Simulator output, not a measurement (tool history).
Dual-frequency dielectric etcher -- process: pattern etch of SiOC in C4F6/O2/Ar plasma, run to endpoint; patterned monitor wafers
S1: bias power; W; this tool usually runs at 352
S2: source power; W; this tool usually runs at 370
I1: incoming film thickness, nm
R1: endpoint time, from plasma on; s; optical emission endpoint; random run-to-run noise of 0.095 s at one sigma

| run | hour | S1 | S2 | I1 | R1 |
|---|---|---|---|---|---|
| 1 | 0.0 | 381 | 370 | 47.75 | 17.6 |
| 2 | 17.5 | 352 | 330 | 47.89 | 19.0 |
| 3 | 33.1 | 352 | 330 | 48.13 | 19.1 |
| 4 | 45.9 | 352 | 330 | 47.72 | 18.9 |
| 5 | 55.1 | 352 | 370 | 48.40 | 18.8 |
| 6 | 71.8 | 352 | 370 | 48.37 | 18.6 |
| 7 | 117.6 | 352 | 370 | 48.32 | 18.8 |
|  | 121.8 | source power generator calibrated |
| 8 | 128.8 | 325 | 370 | 48.29 | 19.4 |
| 9 | 139.8 | 325 | 370 | 48.30 | 19.3 |
| 10 | 155.7 | 325 | 370 | 47.91 | 19.4 |
| 11 | 164.8 | 352 | 410 | 48.48 | 18.3 |
|  | 189.9 | wet clean of the chamber |
|  | 197.3 | upper electrode replaced |
| 12 | 197.8 | 352 | 370 | 48.29 | 18.0 |
| 13 | 198.1 | 275 | 450 | 48.19 | 18.6 |
| 14 | 198.4 | 352 | 300 | 48.29 | 19.0 |
| 15 | 205.2 | 352 | 370 | 48.28 | 17.8 |
| 16 | 224.4 | 352 | 370 | 48.35 | 17.9 |

Run 17, settings as shown, results not yet in. Your forecast:
| 17 | 231.6 | 423 | 460 | 48.20 | ? |

R1: 15.6 s
On a tool with no hidden condition, and with the same random variation, this run would have come out at R1 15.6 s.
